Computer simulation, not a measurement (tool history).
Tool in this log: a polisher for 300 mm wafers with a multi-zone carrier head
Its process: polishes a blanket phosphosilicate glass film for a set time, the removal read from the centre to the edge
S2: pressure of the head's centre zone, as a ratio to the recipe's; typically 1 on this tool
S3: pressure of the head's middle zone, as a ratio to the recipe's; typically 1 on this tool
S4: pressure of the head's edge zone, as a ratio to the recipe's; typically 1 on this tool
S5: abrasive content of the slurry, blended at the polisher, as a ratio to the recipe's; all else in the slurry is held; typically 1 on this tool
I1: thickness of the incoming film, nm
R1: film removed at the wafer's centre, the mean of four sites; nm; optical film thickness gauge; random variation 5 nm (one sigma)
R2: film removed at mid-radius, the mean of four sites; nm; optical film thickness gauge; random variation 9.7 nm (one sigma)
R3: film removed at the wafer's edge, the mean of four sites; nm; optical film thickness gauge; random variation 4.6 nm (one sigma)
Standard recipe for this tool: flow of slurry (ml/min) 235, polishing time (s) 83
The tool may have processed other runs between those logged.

{"run": 1, "hour": 0.0, "flow of slurry (ml/min)": 235, "S2": 1, "S3": 1, "S4": 1, "S5": 1, "polishing time (s)": 83, "I1": 3583.9, "R1": 656, "R2": 670.2, "R3": 672.9}
{"run": 2, "hour": 7.5, "flow of slurry (ml/min)": 235, "S2": 1, "S3": 1, "S4": 1, "S5": 1, "polishing time (s)": 83, "I1": 3562.6, "R1": 653.4, "R2": 662.2, "R3": 677.3}
{"run": 3, "hour": 20.1, "flow of slurry (ml/min)": 235, "S2": 1, "S3": 0.96, "S4": 1, "S5": 1, "polishing time (s)": 83, "I1": 3495.9, "R1": 660, "R2": 643.6, "R3": 673.5}
{"run": 4, "hour": 30.0, "flow of slurry (ml/min)": 235, "S2": 1, "S3": 1, "S4": 1, "S5": 1, "polishing time (s)": 83, "I1": 3629.4, "R1": 652.4, "R2": 663, "R3": 676.3}
{"run": 5, "hour": 41.2, "flow of slurry (ml/min)": 235, "S2": 1, "S3": 1, "S4": 1, "S5": 1, "polishing time (s)": 83, "I1": 3548.3, "R1": 655.3, "R2": 672.2, "R3": 678.9}
{"run": 6, "hour": 55.9, "flow of slurry (ml/min)": 235, "S2": 1, "S3": 1, "S4": 1, "S5": 1.15, "polishing time (s)": 83, "I1": 3520.7, "R1": 706.7, "R2": 731.5, "R3": 732.2}
{"run": 7, "hour": 64.4, "flow of slurry (ml/min)": 235, "S2": 1.06, "S3": 1, "S4": 1, "S5": 1, "polishing time (s)": 83, "I1": 3525, "R1": 695.1, "R2": 663.3, "R3": 677.7}
{"hour": 73.2, "done": "worn pad replaced by a new one"}
{"run": 8, "hour": 73.7, "flow of slurry (ml/min)": 235, "S2": 1.06, "S3": 1, "S4": 1, "S5": 1, "polishing time (s)": 83, "I1": 3561.2, "R1": 698.8, "R2": 662.8, "R3": 675.4}
{"run": 9, "hour": 80.8, "flow of slurry (ml/min)": 280, "S2": 1, "S3": 1, "S4": 1, "S5": 1.2, "polishing time (s)": 83, "I1": 3552.9, "R1": 735.8, "R2": 780.4, "R3": 758.9}
{"run": 10, "hour": 96.8, "flow of slurry (ml/min)": 235, "S2": 1.1, "S3": 0.96, "S4": 1, "S5": 1, "polishing time (s)": 83, "I1": 3576.1, "R1": 721.9, "R2": 635.8, "R3": 680.4}
{"run": 11, "hour": 103.5, "flow of slurry (ml/min)": 235, "S2": 1.07, "S3": 1, "S4": 1, "S5": 1.1, "polishing time (s)": 83, "I1": 3565.6, "R1": 742.7, "R2": 698.4, "R3": 713.6}
{"hour": 109.5, "done": "slurry nozzle cleaned"}
{"hour": 111.4, "done": "edge zone pressure recalibrated"}
{"run": 12, "hour": 120.9, "flow of slurry (ml/min)": 210, "S2": 1, "S3": 1, "S4": 1, "S5": 1, "polishing time (s)": 109, "I1": 3540, "R1": 832.6, "R2": 855.8, "R3": 878.6}

For run 13, what comes out?
{"run": 13, "hour": 131.1, "flow of slurry (ml/min)": 190, "S2": 1, "S3": 1, "S4": 1, "S5": 0.75, "polishing time (s)": 83, "I1": 3518.5, "R1": "?", "R2": "?", "R3": "?"}

{"run 13": {"R1": 507.7, "R2": 515.3, "R3": 536.1}}
Had the tool carried no hidden state, the very same run would have given R1 507.7 nm, R2 515.3 nm, R3 536.1 nm.
